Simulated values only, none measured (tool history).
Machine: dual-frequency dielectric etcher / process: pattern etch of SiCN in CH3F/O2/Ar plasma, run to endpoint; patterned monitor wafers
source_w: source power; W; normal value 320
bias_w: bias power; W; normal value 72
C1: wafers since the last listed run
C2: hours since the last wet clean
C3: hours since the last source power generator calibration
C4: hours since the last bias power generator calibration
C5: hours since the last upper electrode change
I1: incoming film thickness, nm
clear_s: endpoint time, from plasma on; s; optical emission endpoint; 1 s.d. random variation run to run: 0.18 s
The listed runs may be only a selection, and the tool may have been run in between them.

{"run": 1, "hour": 0.0, "source_w": 320, "bias_w": 58, "C1": 0, "C2": 208.8, "C3": 1827.1, "C4": 2626.4, "C5": 4062.6, "I1": 10.35, "clear_s": 37.7}
{"run": 2, "hour": 13.3, "source_w": 300, "bias_w": 80, "C1": 169, "C2": 222.1, "C3": 1840.4, "C4": 2639.7, "C5": 4075.9, "I1": 10.4, "clear_s": 33.4}
{"run": 3, "hour": 27.0, "source_w": 300, "bias_w": 80, "C1": 174, "C2": 235.8, "C3": 1854.1, "C4": 2653.4, "C5": 4089.6, "I1": 10.37, "clear_s": 33.4}
{"run": 4, "hour": 35.7, "source_w": 320, "bias_w": 72, "C1": 110, "C2": 244.5, "C3": 1862.8, "C4": 2662.1, "C5": 4098.3, "I1": 10.43, "clear_s": 34.5}
{"run": 5, "hour": 46.9, "source_w": 370, "bias_w": 72, "C1": 142, "C2": 255.7, "C3": 1874, "C4": 2673.3, "C5": 4109.5, "I1": 10.28, "clear_s": 31.8}
{"run": 6, "hour": 59.4, "source_w": 320, "bias_w": 65, "C1": 159, "C2": 268.2, "C3": 1886.5, "C4": 2685.8, "C5": 4122, "I1": 10.33, "clear_s": 35.9}
{"run": 7, "hour": 76.2, "source_w": 340, "bias_w": 67, "C1": 213, "C2": 285, "C3": 1903.3, "C4": 2702.6, "C5": 4138.8, "I1": 10.37, "clear_s": 34.4}
{"run": 8, "hour": 91.1, "source_w": 340, "bias_w": 67, "C1": 189, "C2": 299.9, "C3": 1918.2, "C4": 2717.5, "C5": 4153.7, "I1": 10.43, "clear_s": 34.2}
{"hour": 128.3, "done": "upper electrode replaced"}
{"hour": 135.9, "done": "wet clean of the chamber"}
{"run": 9, "hour": 136.4, "source_w": 340, "bias_w": 67, "C1": 174, "C2": 0.5, "C3": 1963.5, "C4": 2762.8, "C5": 8.1, "I1": 10.28, "clear_s": 34.8}
{"run": 10, "hour": 136.7, "source_w": 320, "bias_w": 72, "C1": 3, "C2": 0.8, "C3": 1963.8, "C4": 2763.1, "C5": 8.4, "I1": 10.27, "clear_s": 34.6}
{"run": 11, "hour": 138.6, "source_w": 320, "bias_w": 72, "C1": 24, "C2": 2.7, "C3": 1965.7, "C4": 2765, "C5": 10.3, "I1": 10.43, "clear_s": 35}
{"run": 12, "hour": 153.3, "source_w": 320, "bias_w": 72, "C1": 187, "C2": 17.4, "C3": 1980.4, "C4": 2779.7, "C5": 25, "I1": 10.4, "clear_s": 34.9}
{"run": 13, "hour": 164.6, "source_w": 360, "bias_w": 72, "C1": 143, "C2": 28.7, "C3": 1991.7, "C4": 2791, "C5": 36.3, "I1": 10.27, "clear_s": 32.8}
{"run": 14, "hour": 176.5, "source_w": 360, "bias_w": 72, "C1": 151, "C2": 40.6, "C3": 2003.6, "C4": 2802.9, "C5": 48.2, "I1": 10.54, "clear_s": 33.5}
{"run": 15, "hour": 190.9, "source_w": 240, "bias_w": 87, "C1": 183, "C2": 55, "C3": 2018, "C4": 2817.3, "C5": 62.6, "I1": 10.39, "clear_s": 35.8}
{"run": 16, "hour": 205.7, "source_w": 350, "bias_w": 78, "C1": 188, "C2": 69.8, "C3": 2032.8, "C4": 2832.1, "C5": 77.4, "I1": 10.36, "clear_s": 32.1}
{"run": 17, "hour": 213.1, "source_w": 320, "bias_w": 57, "C1": 94, "C2": 77.2, "C3": 2040.2, "C4": 2839.5, "C5": 84.8, "I1": 10.26, "clear_s": 38.1}
{"run": 18, "hour": 230.1, "source_w": 320, "bias_w": 72, "C1": 216, "C2": 94.2, "C3": 2057.2, "C4": 2856.5, "C5": 101.8, "I1": 10.48, "clear_s": 35}
{"run": 19, "hour": 242.0, "source_w": 340, "bias_w": 78, "C1": 151, "C2": 106.1, "C3": 2069.1, "C4": 2868.4, "C5": 113.7, "I1": 10.46, "clear_s": 32.8}
{"run": 20, "hour": 251.4, "source_w": 320, "bias_w": 62, "C1": 119, "C2": 115.5, "C3": 2078.5, "C4": 2877.8, "C5": 123.1, "I1": 10.33, "clear_s": 37}
{"hour": 257.9, "done": "bias power generator calibrated"}
{"hour": 261.8, "done": "source power generator calibrated"}
{"run": 21, "hour": 266.7, "source_w": 390, "bias_w": 87, "C1": 94, "C2": 130.8, "C3": 4.9, "C4": 8.8, "C5": 138.4, "I1": 10.34, "clear_s": 29.1}
{"run": 22, "hour": 284.6, "source_w": 240, "bias_w": 72, "C1": 227, "C2": 148.7, "C3": 22.8, "C4": 26.7, "C5": 156.3, "I1": 10.51, "clear_s": 39.3}
{"run": 23, "hour": 293.4, "source_w": 340, "bias_w": 67, "C1": 112, "C2": 157.5, "C3": 31.6, "C4": 35.5, "C5": 165.1, "I1": 10.37, "clear_s": 34.7}
{"run": 24, "hour": 308.3, "source_w": 320, "bias_w": 80, "C1": 189, "C2": 172.4, "C3": 46.5, "C4": 50.4, "C5": 180, "I1": 10.46, "clear_s": 32.9}
{"run": 25, "hour": 321.5, "source_w": 390, "bias_w": 64, "C1": 168, "C2": 185.6, "C3": 59.7, "C4": 63.6, "C5": 193.2, "I1": 10.41, "clear_s": 33.5}
{"run": 26, "hour": 334.3, "source_w": 290, "bias_w": 59, "C1": 162, "C2": 198.4, "C3": 72.5, "C4": 76.4, "C5": 206, "I1": 10.41, "clear_s": 39.5}
{"run": 27, "hour": 340.7, "source_w": 320, "bias_w": 72, "C1": 81, "C2": 204.8, "C3": 78.9, "C4": 82.8, "C5": 212.4, "I1": 10.45, "clear_s": 34.5}
{"run": 28, "hour": 352.7, "source_w": 320, "bias_w": 72, "C1": 152, "C2": 216.8, "C3": 90.9, "C4": 94.8, "C5": 224.4, "I1": 10.35, "clear_s": 34}
{"run": 29, "hour": 369.6, "source_w": 390, "bias_w": 72, "C1": 215, "C2": 233.7, "C3": 107.8, "C4": 111.7, "C5": 241.3, "I1": 10.38, "clear_s": 31.2}
{"run": 30, "hour": 407.5, "source_w": 320, "bias_w": 72, "C1": 482, "C2": 271.6, "C3": 145.7, "C4": 149.6, "C5": 279.2, "I1": 10.4, "clear_s": 34.5}
{"run": 31, "hour": 418.6, "source_w": 360, "bias_w": 83, "C1": 141, "C2": 282.7, "C3": 156.8, "C4": 160.7, "C5": 290.3, "I1": 10.33, "clear_s": 30.3}
{"run": 32, "hour": 432.6, "source_w": 350, "bias_w": 72, "C1": 178, "C2": 296.7, "C3": 170.8, "C4": 174.7, "C5": 304.3, "I1": 10.5, "clear_s": 33.2}
{"run": 33, "hour": 461.3, "source_w": 250, "bias_w": 80, "C1": 365, "C2": 325.4, "C3": 199.5, "C4": 203.4, "C5": 333, "I1": 10.48, "clear_s": 35.9}
{"run": 34, "hour": 469.0, "source_w": 320, "bias_w": 84, "C1": 98, "C2": 333.1, "C3": 207.2, "C4": 211.1, "C5": 340.7, "I1": 10.37, "clear_s": 31.1}
{"hour": 507.4, "done": "wet clean of the chamber"}
{"run": 35, "hour": 511.2, "source_w": 300, "bias_w": 80, "C1": 231, "C2": 3.8, "C3": 249.4, "C4": 253.3, "C5": 382.9, "I1": 10.48, "clear_s": 34}

Each row is a separate what-if for the run after 35, all from the same tool condition, not one after another. Results?
{"run": "A", "hour": 511.6, "source_w": 320, "bias_w": 79, "C1": 5, "C2": 4.2, "C3": 249.8, "C4": 253.7, "C5": 383.3, "I1": 10.36, "clear_s": "?"}
{"run": "B", "hour": 511.6, "source_w": 360, "bias_w": 84, "C1": 5, "C2": 4.2, "C3": 249.8, "C4": 253.7, "C5": 383.3, "I1": 10.36, "clear_s": "?"}
{"run": "C", "hour": 511.6, "source_w": 340, "bias_w": 81, "C1": 5, "C2": 4.2, "C3": 249.8, "C4": 253.7, "C5": 383.3, "I1": 10.36, "clear_s": "?"}
{"run": "D", "hour": 511.6, "source_w": 360, "bias_w": 85, "C1": 5, "C2": 4.2, "C3": 249.8, "C4": 253.7, "C5": 383.3, "I1": 10.36, "clear_s": "?"}

run=A clear_s=33.1
run=B clear_s=30.6
run=C clear_s=31.9
run=D clear_s=30.4
Had the tool no hidden state, the same runs would have come out as:
run=A clear_s=33.1
run=B clear_s=30.6
run=C clear_s=31.9
run=D clear_s=30.5

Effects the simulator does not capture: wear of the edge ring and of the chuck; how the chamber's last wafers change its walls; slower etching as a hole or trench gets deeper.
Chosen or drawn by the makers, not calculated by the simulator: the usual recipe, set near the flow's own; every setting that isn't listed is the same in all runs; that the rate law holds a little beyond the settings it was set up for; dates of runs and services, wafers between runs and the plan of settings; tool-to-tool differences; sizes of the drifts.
